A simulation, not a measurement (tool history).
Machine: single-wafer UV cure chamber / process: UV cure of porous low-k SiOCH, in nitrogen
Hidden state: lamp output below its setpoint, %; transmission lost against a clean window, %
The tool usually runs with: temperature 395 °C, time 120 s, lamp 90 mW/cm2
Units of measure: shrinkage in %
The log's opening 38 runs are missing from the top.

run,hour,temperature,time,lamp,wafers since the last listed run,hours since the UV bulbs were replaced,wafers since the quartz window was cleaned,shrinkage
39,940.0,387,50,111,220,515.8,604,5.126
40,962.9,395,120,68,179,538.7,783,6.756
41,991.5,414,175,101,223,567.3,1007,9.899
42,1027.5,412,65,75,281,603.3,1289,5.017
43,1056.9,395,120,90,230,632.7,1519,7.573
44,1075.5,406,185,121,145,651.3,1664,10.747
45,1103.2,401,120,113,216,679.0,1881,8.473
46,1145.1,395,120,53,327,720.9,2209,5.604

5 ways to go on from here, each from the tool as it stands after run 46. What would each give?
A,1145.6,395,60,90,3,721.4,2213,?
B,1145.6,385,140,78,3,721.4,2213,?
C,1145.6,388,85,52,3,721.4,2213,?
D,1145.6,390,120,105,3,721.4,2213,?
E,1145.6,378,165,104,3,721.4,2213,?

run,shrinkage
A,4.977
B,7.385
C,4.251
D,8.024
E,9.079
Stripped of hidden state, with their random variation kept, the same runs would have yielded:
run,shrinkage
A,5.599
B,8.101
C,4.827
D,8.758
E,9.842
